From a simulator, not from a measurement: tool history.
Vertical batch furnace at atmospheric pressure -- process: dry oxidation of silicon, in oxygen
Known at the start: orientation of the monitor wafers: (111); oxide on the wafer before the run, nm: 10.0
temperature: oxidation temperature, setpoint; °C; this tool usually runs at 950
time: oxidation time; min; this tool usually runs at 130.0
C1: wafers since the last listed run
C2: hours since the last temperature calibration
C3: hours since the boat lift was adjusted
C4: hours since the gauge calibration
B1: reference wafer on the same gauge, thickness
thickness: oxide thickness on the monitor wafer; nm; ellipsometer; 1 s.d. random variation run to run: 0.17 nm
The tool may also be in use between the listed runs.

Run 1, hour 0.0: usual settings but temperature 964 °C; C1 0; C2 3685.1; C3 2733.1; C4 68.9; B1 81.70. Result: thickness 92.34 nm.
Run 2, hour 29.1: usual settings but temperature 964 °C; C1 266; C2 3714.2; C3 2762.2; C4 98.0; B1 81.73. Result: thickness 93.05 nm.
Run 3, hour 41.8: usual settings but temperature 939 °C; C1 116; C2 3726.9; C3 2774.9; C4 110.7; B1 81.59. Result: thickness 77.04 nm.
Run 4, hour 69.6: usual settings but temperature 939 °C; C1 254; C2 3754.7; C3 2802.7; C4 138.5; B1 81.65. Result: thickness 76.87 nm.
Run 5, hour 129.5: usual settings but temperature 939 °C; C1 548; C2 3814.6; C3 2862.6; C4 198.4; B1 81.71. Result: thickness 77.19 nm.
Run 6, hour 162.2: usual settings but temperature 956 °C; C1 299; C2 3847.3; C3 2895.3; C4 231.1; B1 81.71. Result: thickness 87.56 nm.
Run 7, hour 196.7: usual settings but temperature 956 °C; C1 315; C2 3881.8; C3 2929.8; C4 265.6; B1 81.73. Result: thickness 87.47 nm.
Run 8, hour 229.2: usual settings but time 99.5 min; C1 297; C2 3914.3; C3 2962.3; C4 298.1; B1 81.71. Result: thickness 70.49 nm.
Run 9, hour 261.6: usual settings; C1 296; C2 3946.7; C3 2994.7; C4 330.5; B1 81.72. Result: thickness 83.54 nm.
Run 10, hour 283.3: usual settings; C1 198; C2 3968.4; C3 3016.4; C4 352.2; B1 81.78. Result: thickness 83.74 nm.
Run 11, hour 314.9: usual settings; C1 289; C2 4000.0; C3 3048.0; C4 383.8; B1 81.69. Result: thickness 83.79 nm.
Run 12, hour 343.8: usual settings but temperature 955 °C, time 172.5 min; C1 264; C2 4028.9; C3 3076.9; C4 412.7; B1 81.71. Result: thickness 103.90 nm.
Run 13, hour 374.9: usual settings but temperature 955 °C, time 172.5 min; C1 284; C2 4060.0; C3 3108.0; C4 443.8; B1 81.71. Result: thickness 103.73 nm.
Run 14, hour 409.2: usual settings; C1 313; C2 4094.3; C3 3142.3; C4 478.1; B1 81.64. Result: thickness 83.60 nm.
Run 15, hour 444.1: usual settings; C1 319; C2 4129.2; C3 3177.2; C4 513.0; B1 81.68. Result: thickness 83.63 nm.
Run 16, hour 457.2: usual settings; C1 119; C2 4142.3; C3 3190.3; C4 526.1; B1 81.59. Result: thickness 83.72 nm.
Run 17, hour 472.5: usual settings; C1 140; C2 4157.6; C3 3205.6; C4 541.4; B1 81.72. Result: thickness 83.50 nm.
Run 18, hour 503.9: usual settings; C1 287; C2 4189.0; C3 3237.0; C4 572.8; B1 81.71. Result: thickness 83.64 nm.
Run 19, hour 539.4: usual settings; C1 324; C2 4224.5; C3 3272.5; C4 608.3; B1 81.73. Result: thickness 83.66 nm.
Run 20, hour 560.1: usual settings but temperature 970 °C; C1 189; C2 4245.2; C3 3293.2; C4 629.0; B1 81.66. Result: thickness 96.63 nm.
At hour 593.2: thermocouples replaced and temperature profile calibrated.
Run 21, hour 593.7: usual settings but temperature 937 °C; C1 87; C2 0.5; C3 3326.8; C4 662.6; B1 81.62. Result: thickness 76.05 nm.
At hour 620.6: boat lift adjusted.
Run 22, hour 621.1: usual settings but temperature 973 °C, time 100.0 min; C1 31; C2 27.9; C3 0.5; C4 690.0; B1 81.69. Result: thickness 83.42 nm.
Run 23, hour 628.8: usual settings but temperature 939 °C, time 160.5 min; C1 70; C2 35.6; C3 8.2; C4 697.7; B1 81.65. Result: thickness 88.06 nm.
At hour 648.5: gauge calibrated.
Run 24, hour 654.8: usual settings but temperature 968 °C, time 100.0 min; C1 237; C2 61.6; C3 34.2; C4 6.3; B1 81.73. Result: thickness 80.63 nm.
Run 25, hour 671.3: usual settings but temperature 956 °C; C1 150; C2 78.1; C3 50.7; C4 22.8; B1 81.71. Result: thickness 87.56 nm.
Run 26, hour 705.9: usual settings but temperature 974 °C, time 154.0 min; C1 316; C2 112.7; C3 85.3; C4 57.4; B1 81.75. Result: thickness 110.70 nm.
Run 27, hour 719.9: usual settings; C1 128; C2 126.7; C3 99.3; C4 71.4; B1 81.68. Result: thickness 83.65 nm.
Run 28, hour 755.9: usual settings but temperature 940 °C; C1 329; C2 162.7; C3 135.3; C4 107.4; B1 81.70. Result: thickness 77.23 nm.
Run 29, hour 781.8: usual settings but temperature 957 °C, time 149.5 min; C1 237; C2 188.6; C3 161.2; C4 133.3; B1 81.68. Result: thickness 96.46 nm.
Run 30, hour 795.8: usual settings but temperature 931 °C, time 101.0 min; C1 128; C2 202.6; C3 175.2; C4 147.3; B1 81.72. Result: thickness 61.55 nm.
Run 31, hour 826.4: usual settings but temperature 967 °C; C1 280; C2 233.2; C3 205.8; C4 177.9; B1 81.67. Result: thickness 95.04 nm.
Run 32, hour 853.0: usual settings; C1 243; C2 259.8; C3 232.4; C4 204.5; B1 81.71. Result: thickness 83.80 nm.
Run 33, hour 882.5: usual settings; C1 269; C2 289.3; C3 261.9; C4 234.0; B1 81.71. Result: thickness 83.46 nm.
Run 34, hour 902.2: usual settings but temperature 930 °C, time 100.0 min; C1 180; C2 309.0; C3 281.6; C4 253.7; B1 81.67. Result: thickness 60.50 nm.

Predict each of these 5 candidate next runs independently; none follows another, all start after run 34:
Run A, hour 908.6: usual settings but time 112.0 min; C1 58; C2 315.4; C3 288.0; C4 260.1; B1 ?. Result: thickness ?.
Run B, hour 908.6: usual settings but time 71.5 min; C1 58; C2 315.4; C3 288.0; C4 260.1; B1 ?. Result: thickness ?.
Run C, hour 908.6: usual settings but temperature 942 °C, time 150.5 min; C1 58; C2 315.4; C3 288.0; C4 260.1; B1 ?. Result: thickness ?.
Run D, hour 908.6: usual settings but temperature 959 °C, time 92.5 min; C1 58; C2 315.4; C3 288.0; C4 260.1; B1 ?. Result: thickness ?.
Run E, hour 908.6: usual settings but temperature 973 °C, time 162.0 min; C1 58; C2 315.4; C3 288.0; C4 260.1; B1 ?. Result: thickness ?.

run     B1  thickness
  A  81.72      76.18
  B  81.72      57.24
  C  81.72      86.72
  D  81.72      72.12
  E  81.72     113.84
Had the tool no hidden state, the same runs would have come out as:
run  thickness
  A      76.18
  B      57.24
  C      86.72
  D      72.12
  E     113.84

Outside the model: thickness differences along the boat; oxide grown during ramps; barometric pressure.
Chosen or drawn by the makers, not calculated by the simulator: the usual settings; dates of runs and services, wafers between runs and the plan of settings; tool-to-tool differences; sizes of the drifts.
